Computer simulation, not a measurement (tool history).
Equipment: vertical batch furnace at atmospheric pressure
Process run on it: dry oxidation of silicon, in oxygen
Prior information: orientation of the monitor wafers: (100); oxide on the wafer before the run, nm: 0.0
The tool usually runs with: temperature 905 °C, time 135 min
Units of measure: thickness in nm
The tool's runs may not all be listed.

run	hour	temperature	time	read-back reference wafer on the same gauge, thickness	thickness
1	0	905	135	33.89	32.56
2	14.3	905	135	33.9	32.6
# hour 17.6: gauge calibrated
3	29.3	893	135	33.9	28.72
4	119.4	893	135	33.91	28.81
5	133.3	893	135	33.91	28.83
6	154.8	905	135	33.9	32.62
7	179.8	905	135	33.9	32.55
8	198.2	905	135	33.88	32.49
9	230	905	135	33.88	32.51
10	249.6	905	135	33.89	32.57
11	268	905	135	33.9	32.59
12	291.6	893	111	33.9	25.31
13	318.8	893	111	33.91	25.24
# hour 348.1: boat lift adjusted
14	348.6	905	135	33.92	33.83
15	380	905	135	33.92	33.88
16	444.8	905	135	33.91	33.87
17	465.7	905	135	33.91	33.94
18	495.1	905	135	33.91	33.88

Run 19 comes next. What will it give?
19	523.6	923	109	?	?

{"run 19": {"read-back reference wafer on the same gauge, thickness": 33.9, "thickness": 35.23}}
Without the tool's hidden state the same run would have given thickness 33.81 nm.

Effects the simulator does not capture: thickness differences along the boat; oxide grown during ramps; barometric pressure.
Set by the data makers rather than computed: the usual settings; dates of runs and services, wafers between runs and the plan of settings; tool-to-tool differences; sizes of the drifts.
